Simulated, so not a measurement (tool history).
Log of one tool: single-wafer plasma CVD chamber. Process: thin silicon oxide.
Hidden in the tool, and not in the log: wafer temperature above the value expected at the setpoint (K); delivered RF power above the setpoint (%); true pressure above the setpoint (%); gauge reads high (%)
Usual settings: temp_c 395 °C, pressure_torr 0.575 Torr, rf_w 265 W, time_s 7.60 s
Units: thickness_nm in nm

run   hour  temp_c  pressure_torr  rf_w  time_s  wafers since the last listed run  hours since the last thermocouple change  hours since the last RF generator calibration  hours since the last manometer calibration  hours since the showerhead was replaced  hours since the gauge calibration  read-back reference wafer on the same gauge, thickness_nm  thickness_nm
  1    0.0     395          0.575   265    7.60                                 0                                    1595.4                                         1455.9                                      1552.9                                   3066.4                              250.2                                                      9.263         9.310
      18.5  -- gauge calibrated
  2   35.4     395          0.575   265    7.60                              1574                                    1630.8                                         1491.3                                      1588.3                                   3101.8                               16.9                                                      9.181         9.195
  3   64.3     395          0.575   265    7.60                              1285                                    1659.7                                         1520.2                                      1617.2                                   3130.7                               45.8                                                      9.192         9.219
  4   79.0     395          0.575   265    7.60                               653                                    1674.4                                         1534.9                                      1631.9                                   3145.4                               60.5                                                      9.204         9.211
  5   99.9     395          0.575   265    7.60                               929                                    1695.3                                         1555.8                                      1652.8                                   3166.3                               81.4                                                      9.213         9.254
  6  125.5     395          0.575   265    7.60                              1138                                    1720.9                                         1581.4                                      1678.4                                   3191.9                              107.0                                                      9.213         9.269
  7  145.6     395          0.575   265    7.60                               893                                    1741.0                                         1601.5                                      1698.5                                   3212.0                              127.1                                                      9.229         9.262
  8  173.1     395          0.575   265    7.60                              1223                                    1768.5                                         1629.0                                      1726.0                                   3239.5                              154.6                                                      9.233         9.263
  9  206.7     395          0.575   265    7.60                              1494                                    1802.1                                         1662.6                                      1759.6                                   3273.1                              188.2                                                      9.247         9.305
 10  232.4     395          0.703   265    7.60                              1142                                    1827.8                                         1688.3                                      1785.3                                   3298.8                              213.9                                                      9.262        10.723
 11  266.4     385          0.447   265    8.52                              1512                                    1861.8                                         1722.3                                      1819.3                                   3332.8                              247.9                                                      9.270         8.800
     281.1  -- capacitance manometer re-zeroed and calibrated
 12  286.3     395          0.473   265    6.47                               529                                    1881.7                                         1742.2                                         5.2                                   3352.7                              267.8                                                      9.279         6.922
     295.5  -- thermocouple changed; heater temperature recalibrated
 13  319.6     395          0.575   265    8.27                              1125                                      24.1                                         1775.5                                        38.5                                   3386.0                              301.1                                                      9.296        10.173
     345.2  -- gauge calibrated
     360.8  -- RF generator calibrated
 14  361.3     410          0.575   265    7.60                              1498                                      65.8                                            0.5                                        80.2                                   3427.7                               16.1                                                      9.177         9.124
     381.3  -- showerhead replaced
 15  381.8     395          0.575   265    7.60                               555                                      86.3                                           21.0                                       100.7                                      0.5                               36.6                                                      9.177         9.229
 16  406.9     395          0.575   265    7.60                              1116                                     111.4                                           46.1                                       125.8                                     25.6                               61.7                                                      9.195         9.222
 17  422.9     395          0.575   265    7.60                               711                                     127.4                                           62.1                                       141.8                                     41.6                               77.7                                                      9.194         9.207
 18  496.6     395          0.457   320    8.27                              3277                                     201.1                                          135.8                                       215.5                                    115.3                              151.4                                                      9.221         9.322
 19  521.4     395          0.705   265    7.60                              1102                                     225.9                                          160.6                                       240.3                                    140.1                              176.2                                                      9.235        10.766

Forecast each of these 4 alternatives for the next run:
  A  521.8     395          0.575   265    7.60                                17                                     226.3                                          161.0                                       240.7                                    140.5                              176.6                                                          ?             ?
  B  521.8     380          0.575   265    6.40                                17                                     226.3                                          161.0                                       240.7                                    140.5                              176.6                                                          ?             ?
  C  521.8     395          0.575   250    9.02                                17                                     226.3                                          161.0                                       240.7                                    140.5                              176.6                                                          ?             ?
  D  521.8     395          0.575   245    8.05                                17                                     226.3                                          161.0                                       240.7                                    140.5                              176.6                                                          ?             ?

run  read-back reference wafer on the same gauge, thickness_nm  thickness_nm
  A                                                      9.234         9.253
  B                                                      9.234         7.863
  C                                                      9.234        10.690
  D                                                      9.234         9.451
Without the tool's hidden state the same runs would have given:
run  thickness_nm
  A         9.181
  B         7.802
  C        10.607
  D         9.377
